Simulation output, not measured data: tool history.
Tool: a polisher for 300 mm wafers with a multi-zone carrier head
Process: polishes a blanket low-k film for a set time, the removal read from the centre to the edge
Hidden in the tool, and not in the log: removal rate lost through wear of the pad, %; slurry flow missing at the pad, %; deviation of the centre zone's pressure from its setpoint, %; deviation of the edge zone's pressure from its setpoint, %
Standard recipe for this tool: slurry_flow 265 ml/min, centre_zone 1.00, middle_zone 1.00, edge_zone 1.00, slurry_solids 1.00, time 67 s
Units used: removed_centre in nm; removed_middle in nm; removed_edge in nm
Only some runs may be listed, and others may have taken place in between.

| run | hour | slurry_flow | centre_zone | middle_zone | edge_zone | slurry_solids | time | wafers since the last listed run | wafers polished on this pad | hours since the slurry nozzle was cleaned | hours since the centre zone pressure was calibrated | hours since the edge zone pressure was calibrated | hours since the carrier head's membrane was replaced | incoming thickness of the incoming film, nm | removed_centre | removed_middle | removed_edge |
|---|---|---|---|---|---|---|---|---|---|---|---|---|---|---|---|---|---|
| 1 | 0.0 | 265 | 1.00 | 0.96 | 1.05 | 1.00 | 67 | 0 | 866 | 220.1 | 683.4 | 1433.4 | 1478.4 | 645.1 | 25.9 | 25.2 | 25.8 |
| 2 | 9.3 | 265 | 1.00 | 1.00 | 1.00 | 1.00 | 67 | 115 | 982 | 229.4 | 692.7 | 1442.7 | 1487.7 | 648.9 | 25.2 | 26.2 | 25.5 |
| 3 | 15.9 | 265 | 1.00 | 1.00 | 1.00 | 1.00 | 67 | 82 | 1064 | 236.0 | 699.3 | 1449.3 | 1494.3 | 658.4 | 25.0 | 25.9 | 25.8 |
| 4 | 27.8 | 265 | 1.00 | 1.00 | 1.00 | 1.00 | 67 | 147 | 1212 | 247.9 | 711.2 | 1461.2 | 1506.2 | 653.9 | 25.2 | 25.8 | 25.6 |
|  | 39.5 | worn pad replaced by a new one |
| 5 | 44.1 | 265 | 1.00 | 1.00 | 1.00 | 1.00 | 54 | 152 | 57 | 264.2 | 727.5 | 1477.5 | 1522.5 | 660.2 | 20.6 | 20.6 | 20.7 |
| 6 | 54.9 | 265 | 1.00 | 1.00 | 1.00 | 1.00 | 67 | 134 | 191 | 275.0 | 738.3 | 1488.3 | 1533.3 | 640.6 | 25.2 | 25.9 | 25.9 |
| 7 | 67.0 | 265 | 1.00 | 1.00 | 1.00 | 1.00 | 67 | 150 | 341 | 287.1 | 750.4 | 1500.4 | 1545.4 | 653.1 | 25.8 | 25.6 | 25.5 |
| 8 | 84.6 | 265 | 1.03 | 1.00 | 1.00 | 1.00 | 67 | 218 | 560 | 304.7 | 768.0 | 1518.0 | 1563.0 | 652.9 | 25.5 | 26.0 | 25.7 |
| 9 | 95.0 | 265 | 1.03 | 1.00 | 1.00 | 1.00 | 67 | 129 | 690 | 315.1 | 778.4 | 1528.4 | 1573.4 | 652.5 | 26.1 | 26.0 | 25.6 |
|  | 98.2 | edge zone pressure recalibrated |
| 10 | 105.6 | 265 | 1.00 | 1.00 | 1.00 | 1.00 | 67 | 106 | 797 | 325.7 | 789.0 | 7.4 | 1584.0 | 657.1 | 25.7 | 26.0 | 25.4 |
| 11 | 112.5 | 265 | 1.00 | 1.00 | 1.00 | 1.25 | 73 | 85 | 882 | 332.6 | 795.9 | 14.3 | 1590.9 | 636.7 | 30.1 | 30.7 | 29.8 |
| 12 | 120.9 | 265 | 1.00 | 1.00 | 0.92 | 1.00 | 67 | 104 | 987 | 341.0 | 804.3 | 22.7 | 1599.3 | 648.8 | 25.7 | 25.6 | 24.8 |
|  | 132.6 | worn pad replaced by a new one |
|  | 134.1 | carrier head's membrane replaced by a new one |
| 13 | 134.6 | 265 | 1.00 | 0.96 | 1.05 | 1.00 | 67 | 102 | 6 | 354.7 | 818.0 | 36.4 | 0.5 | 643.7 | 25.5 | 25.2 | 25.9 |

For run 14, what comes out?
| 14 | 142.9 | 265 | 0.88 | 1.00 | 1.00 | 0.80 | 55 | 103 | 109 | 363.0 | 826.3 | 44.7 | 8.8 | 652.3 | ? | ? | ? |

For run 14 the tool returned removed_centre 16.4 nm, removed_middle 19.7 nm, removed_edge 18.9 nm.
Take away the tool's hidden state, keep the run-to-run variation as it was, and the same run would have given removed_centre 16.4 nm, removed_middle 19.7 nm, removed_edge 18.9 nm.
